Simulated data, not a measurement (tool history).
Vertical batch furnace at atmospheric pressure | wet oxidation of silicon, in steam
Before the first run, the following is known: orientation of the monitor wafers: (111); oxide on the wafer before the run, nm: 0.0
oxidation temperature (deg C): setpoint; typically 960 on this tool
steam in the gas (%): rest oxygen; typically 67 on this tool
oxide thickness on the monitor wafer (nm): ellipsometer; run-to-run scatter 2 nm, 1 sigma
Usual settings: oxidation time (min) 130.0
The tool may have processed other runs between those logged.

run	hour	oxidation temperature (deg C)	oxidation time (min)	steam in the gas (%)	read-back reference wafer on the same gauge, thickness	oxide thickness on the monitor wafer (nm)
1	0.0	960	165.5	58	426.61	468.53
2	74.7	960	165.5	58	426.59	467.75
3	128.5	960	165.5	58	425.94	466.96
4	223.1	960	157.5	76	424.70	529.53
5	363.3	960	157.5	76	424.28	533.56
6	467.8	960	130.0	67	423.87	435.91
7	513.0	960	130.0	67	423.47	434.99
8	611.6	960	130.0	67	423.00	434.03
9	667.8	960	130.0	67	422.88	432.44
10	767.1	948	130.0	67	422.23	398.64
11	841.9	960	130.0	67	422.25	434.83
12	893.6	960	130.0	67	422.18	433.78
13	944.8	960	130.0	67	421.96	435.09
14	1044.6	960	130.0	76	421.65	468.98
15	1107.7	960	130.0	76	421.83	467.86
16	1182.4	960	130.0	67	422.21	433.02
17	1254.2	960	154.0	67	421.58	479.53
# hour 1264.9: gauge calibrated
18	1299.3	960	77.5	67	438.06	317.43
19	1344.4	960	130.0	67	436.70	450.70
20	1389.2	960	130.0	67	435.64	450.20
21	1425.4	945	130.0	57	434.26	360.01
22	1517.9	944	130.0	77	432.69	437.92
23	1578.3	941	130.0	67	430.60	390.82
24	1672.8	960	130.0	67	429.33	440.00
25	1753.0	940	160.0	74	427.80	469.54
# hour 1805.1: thermocouples replaced and temperature profile calibrated
26	1826.0	960	169.0	67	426.44	517.68
27	1929.2	960	130.0	56	425.53	388.68
28	2013.3	954	78.5	58	424.78	268.19
# hour 2088.4: steam generator serviced
29	2088.9	947	130.0	73	424.17	421.85
30	2178.1	960	194.5	56	423.39	504.20
31	2239.6	960	184.0	67	423.32	541.46
32	2298.9	960	113.5	67	422.89	397.65
33	2377.3	949	130.0	58	422.11	363.87
34	2440.7	971	130.0	71	421.85	483.83
35	2544.1	960	130.0	67	421.48	433.18
36	2623.4	951	164.0	57	421.57	426.05
37	2725.0	979	177.0	63	421.40	560.63

Hidden state, per run?
true tube temperature minus thermocouple reading, K: 0, the same for each run
steam share off its setpoint, % of the setpoint: 0, the same for each run
H1: gauge reads high (%)
run	H1
1	-2.7
2	-2.88
3	-2.99
4	-3.17
5	-3.38
6	-3.51
7	-3.55
8	-3.64
9	-3.69
10	-3.76
11	-3.81
12	-3.83
13	-3.86
14	-3.9
15	-3.93
16	-3.95
17	-3.97
18	-0.206
19	-0.532
20	-0.83
21	-1.06
22	-1.57
23	-1.86
24	-2.26
25	-2.55
26	-2.78
27	-3.06
28	-3.25
29	-3.4
30	-3.56
31	-3.65
32	-3.73
33	-3.82
34	-3.89
35	-3.98
36	-4.05
37	-4.11
